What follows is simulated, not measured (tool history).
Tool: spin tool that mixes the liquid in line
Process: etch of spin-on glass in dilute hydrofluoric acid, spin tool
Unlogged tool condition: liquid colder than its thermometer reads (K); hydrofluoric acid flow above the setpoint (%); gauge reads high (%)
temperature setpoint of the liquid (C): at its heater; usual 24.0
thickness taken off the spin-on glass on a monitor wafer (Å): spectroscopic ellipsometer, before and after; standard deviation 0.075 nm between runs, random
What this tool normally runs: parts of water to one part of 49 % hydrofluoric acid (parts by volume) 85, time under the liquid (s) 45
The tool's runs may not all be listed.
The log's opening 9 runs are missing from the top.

run,day,temperature setpoint of the liquid (C),parts of water to one part of 49 % hydrofluoric acid (parts by volume),time under the liquid (s),wafers since the last listed run,hours since the thermometer was replaced,hours since the hydrofluoric acid flow meter was replaced,hours since the gauge calibration,"read-back film thickness of the spin-on glass reference wafer, read on the same gauge (nm)",thickness taken off the spin-on glass on a monitor wafer (Å)
10,4.454,24.0,85,45,296,638.8,968.4,153.4,130.01,229.7
# day 4.796: thermometer replaced
# day 4.958: hydrofluoric acid flow meter replaced
11,5.088,24.0,85,45,234,7.0,3.1,168.6,129.98,213.4
12,6.467,24.0,55,45,587,40.1,36.2,201.7,130.02,345.7
13,7.200,19.5,70,70,312,57.7,53.8,219.3,130.01,341.4
14,7.875,26.5,95,45,287,73.9,70.0,235.5,129.96,208.8
15,9.833,24.0,85,45,834,120.9,117.0,282.5,130.00,216.7
16,10.146,22.5,115,65,133,128.4,124.5,290.0,130.01,209.8
# day 10.875: gauge calibrated
17,11.162,24.0,75,45,433,152.8,148.9,6.9,129.98,248.1
18,11.788,26.5,85,45,266,167.8,163.9,21.9,130.01,238.7
19,12.346,24.0,50,45,237,181.2,177.3,35.3,129.97,387.7
20,12.600,24.0,85,45,108,187.3,183.4,41.4,130.03,216.0
21,13.321,25.5,50,45,307,204.6,200.7,58.7,130.03,409.6
22,13.975,28.5,55,65,278,220.3,216.4,74.4,130.00,603.9
23,14.517,24.0,85,45,230,233.3,229.4,87.4,130.03,217.0
24,15.046,24.0,85,45,225,246.0,242.1,100.1,130.04,216.8
25,15.675,26.0,85,30,268,261.1,257.2,115.2,130.05,157.8
26,15.942,24.0,70,45,113,267.5,263.6,121.6,130.01,271.8
27,16.392,27.5,85,55,191,278.3,274.4,132.4,129.99,305.3
28,16.750,24.0,65,45,152,286.9,283.0,141.0,130.03,291.0
29,17.004,24.0,85,60,108,293.0,289.1,147.1,129.99,290.5
30,17.317,24.0,85,20,133,300.5,296.6,154.6,129.95,97.4
31,17.925,27.0,85,45,259,315.1,311.2,169.2,129.96,245.7
32,18.258,19.5,85,45,142,323.1,319.2,177.2,129.95,182.0
33,18.983,20.0,115,30,308,340.5,336.6,194.6,130.03,88.8
34,19.433,24.0,60,45,191,351.3,347.4,205.4,129.97,320.5

Below are 4 alternative next runs, each starting from the tool's condition after run 34. Predict each:
A,19.450,24.0,100,45,7,351.7,347.8,205.8,?,?
B,19.450,26.5,115,35,7,351.7,347.8,205.8,?,?
C,19.450,24.0,110,30,7,351.7,347.8,205.8,?,?
D,19.450,21.5,45,45,7,351.7,347.8,205.8,?,?

run,"read-back film thickness of the spin-on glass reference wafer, read on the same gauge (nm)",thickness taken off the spin-on glass on a monitor wafer (Å)
A,129.99,182.2
B,129.99,133.4
C,129.99,109.1
D,129.99,391.0
With the hidden condition removed and each run's random variation left untouched, the same runs would have given:
run,thickness taken off the spin-on glass on a monitor wafer (Å)
A,178.0
B,130.2
C,106.6
D,382.5

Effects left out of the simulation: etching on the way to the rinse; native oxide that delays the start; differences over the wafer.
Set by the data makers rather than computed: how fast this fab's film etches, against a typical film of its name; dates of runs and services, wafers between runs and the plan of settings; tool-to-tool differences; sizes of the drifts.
